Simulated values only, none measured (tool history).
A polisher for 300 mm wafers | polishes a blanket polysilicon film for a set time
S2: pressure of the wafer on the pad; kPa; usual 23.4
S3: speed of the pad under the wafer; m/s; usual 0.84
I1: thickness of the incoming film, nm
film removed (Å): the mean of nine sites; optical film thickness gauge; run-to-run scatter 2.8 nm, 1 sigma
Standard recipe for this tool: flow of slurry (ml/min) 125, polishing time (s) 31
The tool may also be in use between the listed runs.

{"run": 1, "hour": 0.0, "flow of slurry (ml/min)": 125, "S2": 23.4, "S3": 0.62, "polishing time (s)": 31, "I1": 1272.2, "film removed (Å)": 1691}
{"run": 2, "hour": 14.6, "flow of slurry (ml/min)": 125, "S2": 23.4, "S3": 0.62, "polishing time (s)": 31, "I1": 1260.8, "film removed (Å)": 1753}
{"run": 3, "hour": 22.1, "flow of slurry (ml/min)": 125, "S2": 23.4, "S3": 0.84, "polishing time (s)": 31, "I1": 1283.5, "film removed (Å)": 2442}
{"run": 4, "hour": 30.8, "flow of slurry (ml/min)": 125, "S2": 23.4, "S3": 0.84, "polishing time (s)": 31, "I1": 1270.6, "film removed (Å)": 2358}
{"run": 5, "hour": 40.6, "flow of slurry (ml/min)": 125, "S2": 23.4, "S3": 0.84, "polishing time (s)": 31, "I1": 1270.0, "film removed (Å)": 2325}
{"run": 6, "hour": 52.6, "flow of slurry (ml/min)": 125, "S2": 23.4, "S3": 0.84, "polishing time (s)": 31, "I1": 1290.4, "film removed (Å)": 2310}
{"run": 7, "hour": 65.4, "flow of slurry (ml/min)": 150, "S2": 23.4, "S3": 0.84, "polishing time (s)": 31, "I1": 1302.3, "film removed (Å)": 2353}
{"run": 8, "hour": 81.9, "flow of slurry (ml/min)": 125, "S2": 23.4, "S3": 0.84, "polishing time (s)": 31, "I1": 1292.0, "film removed (Å)": 2386}
{"run": 9, "hour": 97.5, "flow of slurry (ml/min)": 100, "S2": 23.4, "S3": 0.84, "polishing time (s)": 31, "I1": 1297.5, "film removed (Å)": 2301}
{"run": 10, "hour": 107.6, "flow of slurry (ml/min)": 100, "S2": 23.4, "S3": 0.84, "polishing time (s)": 31, "I1": 1277.9, "film removed (Å)": 2245}
{"run": 11, "hour": 122.0, "flow of slurry (ml/min)": 100, "S2": 23.4, "S3": 0.84, "polishing time (s)": 31, "I1": 1269.0, "film removed (Å)": 2204}
{"run": 12, "hour": 139.6, "flow of slurry (ml/min)": 125, "S2": 23.4, "S3": 0.84, "polishing time (s)": 24, "I1": 1259.3, "film removed (Å)": 1765}
{"run": 13, "hour": 157.9, "flow of slurry (ml/min)": 125, "S2": 23.4, "S3": 0.84, "polishing time (s)": 24, "I1": 1278.2, "film removed (Å)": 1898}
{"run": 14, "hour": 171.5, "flow of slurry (ml/min)": 125, "S2": 23.4, "S3": 1.06, "polishing time (s)": 31, "I1": 1280.0, "film removed (Å)": 2993}
{"run": 15, "hour": 177.7, "flow of slurry (ml/min)": 125, "S2": 23.4, "S3": 1.06, "polishing time (s)": 31, "I1": 1267.4, "film removed (Å)": 3026}
{"run": 16, "hour": 185.5, "flow of slurry (ml/min)": 100, "S2": 20.7, "S3": 0.84, "polishing time (s)": 31, "I1": 1269.1, "film removed (Å)": 2132}
{"run": 17, "hour": 199.8, "flow of slurry (ml/min)": 125, "S2": 23.4, "S3": 0.84, "polishing time (s)": 31, "I1": 1280.6, "film removed (Å)": 2297}
{"run": 18, "hour": 212.5, "flow of slurry (ml/min)": 105, "S2": 26.2, "S3": 0.94, "polishing time (s)": 27, "I1": 1289.3, "film removed (Å)": 2344}
{"run": 19, "hour": 233.1, "flow of slurry (ml/min)": 125, "S2": 23.4, "S3": 0.84, "polishing time (s)": 31, "I1": 1295.4, "film removed (Å)": 2420}
{"run": 20, "hour": 241.4, "flow of slurry (ml/min)": 125, "S2": 23.4, "S3": 0.84, "polishing time (s)": 37, "I1": 1285.3, "film removed (Å)": 2840}
{"run": 21, "hour": 254.0, "flow of slurry (ml/min)": 125, "S2": 23.4, "S3": 0.84, "polishing time (s)": 31, "I1": 1280.7, "film removed (Å)": 2369}
{"run": 22, "hour": 266.6, "flow of slurry (ml/min)": 125, "S2": 23.4, "S3": 0.84, "polishing time (s)": 31, "I1": 1275.3, "film removed (Å)": 2322}
{"run": 23, "hour": 279.7, "flow of slurry (ml/min)": 165, "S2": 16.5, "S3": 0.96, "polishing time (s)": 36, "I1": 1287.7, "film removed (Å)": 2554}
{"run": 24, "hour": 287.6, "flow of slurry (ml/min)": 125, "S2": 23.4, "S3": 1.06, "polishing time (s)": 31, "I1": 1272.4, "film removed (Å)": 2926}
{"run": 25, "hour": 303.6, "flow of slurry (ml/min)": 125, "S2": 23.4, "S3": 0.84, "polishing time (s)": 25, "I1": 1289.1, "film removed (Å)": 1850}
{"run": 26, "hour": 312.6, "flow of slurry (ml/min)": 125, "S2": 23.4, "S3": 0.84, "polishing time (s)": 31, "I1": 1280.4, "film removed (Å)": 2361}
{"run": 27, "hour": 324.4, "flow of slurry (ml/min)": 110, "S2": 23.4, "S3": 0.84, "polishing time (s)": 31, "I1": 1297.0, "film removed (Å)": 2279}
{"run": 28, "hour": 333.0, "flow of slurry (ml/min)": 125, "S2": 23.4, "S3": 0.7, "polishing time (s)": 31, "I1": 1267.4, "film removed (Å)": 1979}
{"run": 29, "hour": 339.2, "flow of slurry (ml/min)": 140, "S2": 23.4, "S3": 0.84, "polishing time (s)": 31, "I1": 1261.5, "film removed (Å)": 2383}
{"run": 30, "hour": 346.2, "flow of slurry (ml/min)": 165, "S2": 15.2, "S3": 0.7, "polishing time (s)": 28, "I1": 1307.4, "film removed (Å)": 1408}
{"run": 31, "hour": 357.3, "flow of slurry (ml/min)": 160, "S2": 23.4, "S3": 0.58, "polishing time (s)": 31, "I1": 1278.8, "film removed (Å)": 1663}

Put back what was entered between runs (7 entries, withheld): which listed runs does each sit between, and how does the hidden state differ from the listed run before to the listed run after?
After run 1, before run 2: worn pad replaced by a new one (hour 11.0)
  removal rate lost through wear of the pad, %: 5.26 -> 0.443
  difference, measured minus the result without the unlogged condition, film removed (Å): -94 -> -7
After run 7, before run 8: worn pad replaced by a new one (hour 81.1)
  removal rate lost through wear of the pad, %: 4.24 -> 0.41
  difference, measured minus the result without the unlogged condition, film removed (Å): -105 -> -10
After run 12, before run 13: worn pad replaced by a new one (hour 157.4)
  removal rate lost through wear of the pad, %: 4.73 -> 0.254
  difference, measured minus the result without the unlogged condition, film removed (Å): -87 -> -5
After run 18, before run 19: head pressure recalibrated (hour 222.8); worn pad replaced by a new one (hour 232.6)
  removal rate lost through wear of the pad, %: 4.34 -> 0.155
  difference, measured minus the result without the unlogged condition, film removed (Å): -107 -> -3
After run 21, before run 22: slurry nozzle cleaned (hour 262.9)
  removal rate lost through wear of the pad, %: 1.72 -> 2.66
  difference, measured minus the result without the unlogged condition, film removed (Å): -41 -> -63
After run 25, before run 26: worn pad replaced by a new one (hour 308.5)
  removal rate lost through wear of the pad, %: 5.43 -> 0.524
  difference, measured minus the result without the unlogged condition, film removed (Å): -106 -> -12
